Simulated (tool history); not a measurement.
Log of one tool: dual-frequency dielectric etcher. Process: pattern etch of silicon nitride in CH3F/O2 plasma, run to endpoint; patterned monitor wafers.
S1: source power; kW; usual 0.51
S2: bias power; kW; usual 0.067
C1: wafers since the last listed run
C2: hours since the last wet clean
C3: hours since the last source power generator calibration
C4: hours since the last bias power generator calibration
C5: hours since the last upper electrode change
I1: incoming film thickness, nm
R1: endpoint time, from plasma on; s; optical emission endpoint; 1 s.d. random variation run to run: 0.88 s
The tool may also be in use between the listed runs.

| run | hour | S1 | S2 | C1 | C2 | C3 | C4 | C5 | I1 | R1 |
|---|---|---|---|---|---|---|---|---|---|---|
| 1 | 0 | 0.51 | 0.074 | 0 | 388.1 | 1113.6 | 3591.1 | 3878 | 104.5 | 100.4 |
| 2 | 30.4 | 0.45 | 0.057 | 179 | 418.5 | 1144 | 3621.5 | 3908.4 | 104 | 118.5 |
| 3 | 57.1 | 0.45 | 0.057 | 157 | 445.2 | 1170.7 | 3648.2 | 3935.1 | 103.8 | 119.5 |
| 4 | 73.6 | 0.45 | 0.057 | 97 | 461.7 | 1187.2 | 3664.7 | 3951.6 | 104 | 118.2 |
| 5 | 94.8 | 0.51 | 0.054 | 124 | 482.9 | 1208.4 | 3685.9 | 3972.8 | 105 | 111.3 |
| 6 | 124.4 | 0.51 | 0.054 | 174 | 512.5 | 1238 | 3715.5 | 4002.4 | 104.4 | 113.1 |
|  | 163 | wet clean of the chamber |
| 7 | 163.5 | 0.51 | 0.054 | 88 | 0.5 | 1277.1 | 3754.6 | 4041.5 | 104.9 | 108.5 |
| 8 | 175.8 | 0.55 | 0.067 | 72 | 12.8 | 1289.4 | 3766.9 | 4053.8 | 103.1 | 94.5 |
| 9 | 211.6 | 0.55 | 0.067 | 210 | 48.6 | 1325.2 | 3802.7 | 4089.6 | 104.3 | 95.2 |
| 10 | 228.5 | 0.51 | 0.067 | 99 | 65.5 | 1342.1 | 3819.6 | 4106.5 | 103.1 | 99.5 |
| 11 | 245.8 | 0.43 | 0.051 | 101 | 82.8 | 1359.4 | 3836.9 | 4123.8 | 104.2 | 124.5 |
| 12 | 278.7 | 0.51 | 0.067 | 193 | 115.7 | 1392.3 | 3869.8 | 4156.7 | 104.7 | 101.7 |
|  | 332.5 | upper electrode replaced |
| 13 | 333 | 0.51 | 0.059 | 178 | 170 | 1446.6 | 3924.1 | 0.5 | 104.3 | 106.4 |
| 14 | 333.4 | 0.59 | 0.051 | 2 | 170.4 | 1447 | 3924.5 | 0.9 | 104.1 | 102.4 |
|  | 347.6 | source power generator calibrated |
| 15 | 359 | 0.51 | 0.054 | 127 | 196 | 11.4 | 3950.1 | 26.5 | 104.2 | 109.5 |
| 16 | 389.9 | 0.44 | 0.077 | 181 | 226.9 | 42.3 | 3981 | 57.4 | 103.5 | 106.6 |
| 17 | 416.7 | 0.58 | 0.067 | 157 | 253.7 | 69.1 | 4007.8 | 84.2 | 103.3 | 94.3 |
| 18 | 523.8 | 0.59 | 0.067 | 630 | 360.8 | 176.2 | 4114.9 | 191.3 | 104.7 | 95.3 |
|  | 531.3 | bias power generator calibrated |
| 19 | 550.4 | 0.51 | 0.067 | 133 | 387.4 | 202.8 | 19.1 | 217.9 | 104.8 | 105.7 |
| 20 | 564.6 | 0.51 | 0.067 | 83 | 401.6 | 217 | 33.3 | 232.1 | 104.9 | 105.9 |
| 21 | 599.7 | 0.47 | 0.062 | 206 | 436.7 | 252.1 | 68.4 | 267.2 | 104.8 | 111.2 |
| 22 | 623.3 | 0.43 | 0.072 | 138 | 460.3 | 275.7 | 92 | 290.8 | 103.8 | 112.8 |
| 23 | 695.8 | 0.51 | 0.067 | 427 | 532.8 | 348.2 | 164.5 | 363.3 | 103.7 | 103.9 |
|  | 723.6 | wet clean of the chamber |
| 24 | 724.1 | 0.51 | 0.067 | 25 | 0.5 | 376.5 | 192.8 | 391.6 | 105.4 | 101.6 |
| 25 | 744 | 0.51 | 0.076 | 117 | 20.4 | 396.4 | 212.7 | 411.5 | 105.1 | 96.2 |
| 26 | 771.5 | 0.51 | 0.067 | 161 | 47.9 | 423.9 | 240.2 | 439 | 104.6 | 102.5 |
| 27 | 804.5 | 0.39 | 0.079 | 194 | 80.9 | 456.9 | 273.2 | 472 | 104 | 113 |
| 28 | 823 | 0.51 | 0.067 | 108 | 99.4 | 475.4 | 291.7 | 490.5 | 103.5 | 101.2 |
| 29 | 908.1 | 0.47 | 0.076 | 501 | 184.5 | 560.5 | 376.8 | 575.6 | 103.1 | 102.1 |
| 30 | 930.2 | 0.57 | 0.053 | 130 | 206.6 | 582.6 | 398.9 | 597.7 | 105.2 | 103.4 |
| 31 | 957.7 | 0.51 | 0.067 | 161 | 234.1 | 610.1 | 426.4 | 625.2 | 104.1 | 102.4 |
| 32 | 978.5 | 0.6 | 0.083 | 122 | 254.9 | 630.9 | 447.2 | 646 | 104.7 | 87.7 |
| 33 | 1007.5 | 0.51 | 0.055 | 170 | 283.9 | 659.9 | 476.2 | 675 | 104.1 | 109.6 |
| 34 | 1032 | 0.44 | 0.067 | 144 | 308.4 | 684.4 | 500.7 | 699.5 | 103.9 | 112.7 |

Alternative continuations, all from the tool just after run 34; predict every row:
| A | 1032.5 | 0.46 | 0.067 | 2 | 308.9 | 684.9 | 501.2 | 700 | 104.7 | ? |
| B | 1032.5 | 0.44 | 0.058 | 2 | 308.9 | 684.9 | 501.2 | 700 | 104.7 | ? |
| C | 1032.5 | 0.57 | 0.067 | 2 | 308.9 | 684.9 | 501.2 | 700 | 104.7 | ? |
| D | 1032.5 | 0.47 | 0.053 | 2 | 308.9 | 684.9 | 501.2 | 700 | 104.7 | ? |
| E | 1032.5 | 0.39 | 0.053 | 2 | 308.9 | 684.9 | 501.2 | 700 | 104.7 | ? |

| run | R1 |
|---|---|
| A | 109.6 |
| B | 118.5 |
| C | 96.2 |
| D | 116.8 |
| E | 133 |
Without the tool's hidden state the same runs would have given:
| run | R1 |
|---|---|
| A | 106.6 |
| B | 115.3 |
| C | 93.6 |
| D | 113.6 |
| E | 129.4 |

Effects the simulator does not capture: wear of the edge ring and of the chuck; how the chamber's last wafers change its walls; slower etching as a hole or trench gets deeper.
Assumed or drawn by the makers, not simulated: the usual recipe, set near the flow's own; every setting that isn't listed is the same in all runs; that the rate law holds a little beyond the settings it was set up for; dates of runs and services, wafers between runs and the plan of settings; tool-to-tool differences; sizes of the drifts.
